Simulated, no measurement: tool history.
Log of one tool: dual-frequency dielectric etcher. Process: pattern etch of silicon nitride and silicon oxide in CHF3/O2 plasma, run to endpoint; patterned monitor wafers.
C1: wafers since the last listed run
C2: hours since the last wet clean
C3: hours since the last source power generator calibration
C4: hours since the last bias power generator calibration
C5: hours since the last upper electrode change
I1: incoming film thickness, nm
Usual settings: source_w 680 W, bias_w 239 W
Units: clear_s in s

run 1 hour=0 | source_w=680 bias_w=239 | C1=0 C2=365.7 C3=3374.7 C4=2110.7 C5=1295.6 | I1=201.8 | clear_s=124.7
-- hour=9.1 wet clean of the chamber
run 2 hour=211.5 | source_w=680 bias_w=239 | C1=1577 C2=202.4 C3=3586.2 C4=2322.2 C5=1507.1 | I1=200.5 | clear_s=123.4
run 3 hour=242.5 | source_w=680 bias_w=239 | C1=241 C2=233.4 C3=3617.2 C4=2353.2 C5=1538.1 | I1=201 | clear_s=123.4
run 4 hour=267.1 | source_w=550 bias_w=272 | C1=191 C2=258 C3=3641.8 C4=2377.8 C5=1562.7 | I1=202.6 | clear_s=129.5
run 5 hour=332.2 | source_w=680 bias_w=239 | C1=507 C2=323.1 C3=3706.9 C4=2442.9 C5=1627.8 | I1=199.7 | clear_s=122.9
-- hour=362.3 source power generator calibrated
run 6 hour=363.2 | source_w=600 bias_w=256 | C1=210 C2=354.1 C3=0.9 C4=2473.9 C5=1658.8 | I1=199.2 | clear_s=124.4
-- hour=418.6 wet clean of the chamber
run 7 hour=419.1 | source_w=600 bias_w=256 | C1=248 C2=0.5 C3=56.8 C4=2529.8 C5=1714.7 | I1=201.3 | clear_s=127.8
run 8 hour=448.1 | source_w=600 bias_w=256 | C1=226 C2=29.5 C3=85.8 C4=2558.8 C5=1743.7 | I1=200.6 | clear_s=127.1
-- hour=554.4 upper electrode replaced
run 9 hour=630.8 | source_w=780 bias_w=239 | C1=1237 C2=212.2 C3=268.5 C4=2741.5 C5=76.4 | I1=202.5 | clear_s=118.4
-- hour=646.3 bias power generator calibrated
run 10 hour=664.8 | source_w=680 bias_w=185 | C1=233 C2=246.2 C3=302.5 C4=18.5 C5=110.4 | I1=200.9 | clear_s=134.5
run 11 hour=733.8 | source_w=830 bias_w=297 | C1=537 C2=315.2 C3=371.5 C4=87.5 C5=179.4 | I1=200.6 | clear_s=105.4
run 12 hour=783.1 | source_w=680 bias_w=182 | C1=384 C2=364.5 C3=420.8 C4=136.8 C5=228.7 | I1=203.5 | clear_s=137.1
run 13 hour=808.8 | source_w=550 bias_w=185 | C1=200 C2=390.2 C3=446.5 C4=162.5 C5=254.4 | I1=200.2 | clear_s=146.1
-- hour=848.2 wet clean of the chamber
run 14 hour=866.5 | source_w=830 bias_w=239 | C1=262 C2=18.3 C3=504.2 C4=220.2 C5=312.1 | I1=202.4 | clear_s=117
run 15 hour=898.7 | source_w=680 bias_w=239 | C1=251 C2=50.5 C3=536.4 C4=252.4 C5=344.3 | I1=200.6 | clear_s=124.4
run 16 hour=1081.5 | source_w=560 bias_w=239 | C1=1425 C2=233.3 C3=719.2 C4=435.2 C5=527.1 | I1=199.1 | clear_s=131.8
run 17 hour=1130.7 | source_w=680 bias_w=239 | C1=383 C2=282.5 C3=768.4 C4=484.4 C5=576.3 | I1=201.3 | clear_s=123.3
run 18 hour=1201 | source_w=680 bias_w=239 | C1=548 C2=352.8 C3=838.7 C4=554.7 C5=646.6 | I1=199.1 | clear_s=121.8

4 ways to go on from here, each from the tool as it stands after run 18. What would each give?
run A hour=1201.5 | source_w=680 bias_w=239 | C1=3 C2=353.3 C3=839.2 C4=555.2 C5=647.1 | I1=200.9 | clear_s=?
run B hour=1201.5 | source_w=790 bias_w=279 | C1=3 C2=353.3 C3=839.2 C4=555.2 C5=647.1 | I1=200.9 | clear_s=?
run C hour=1201.5 | source_w=580 bias_w=256 | C1=3 C2=353.3 C3=839.2 C4=555.2 C5=647.1 | I1=200.9 | clear_s=?
run D hour=1201.5 | source_w=580 bias_w=210 | C1=3 C2=353.3 C3=839.2 C4=555.2 C5=647.1 | I1=200.9 | clear_s=?

run=A clear_s=123.2
run=B clear_s=110
run=C clear_s=127.8
run=D clear_s=137
Without the tool's hidden state the same runs would have given:
run=A clear_s=125
run=B clear_s=111.7
run=C clear_s=129.7
run=D clear_s=139.1

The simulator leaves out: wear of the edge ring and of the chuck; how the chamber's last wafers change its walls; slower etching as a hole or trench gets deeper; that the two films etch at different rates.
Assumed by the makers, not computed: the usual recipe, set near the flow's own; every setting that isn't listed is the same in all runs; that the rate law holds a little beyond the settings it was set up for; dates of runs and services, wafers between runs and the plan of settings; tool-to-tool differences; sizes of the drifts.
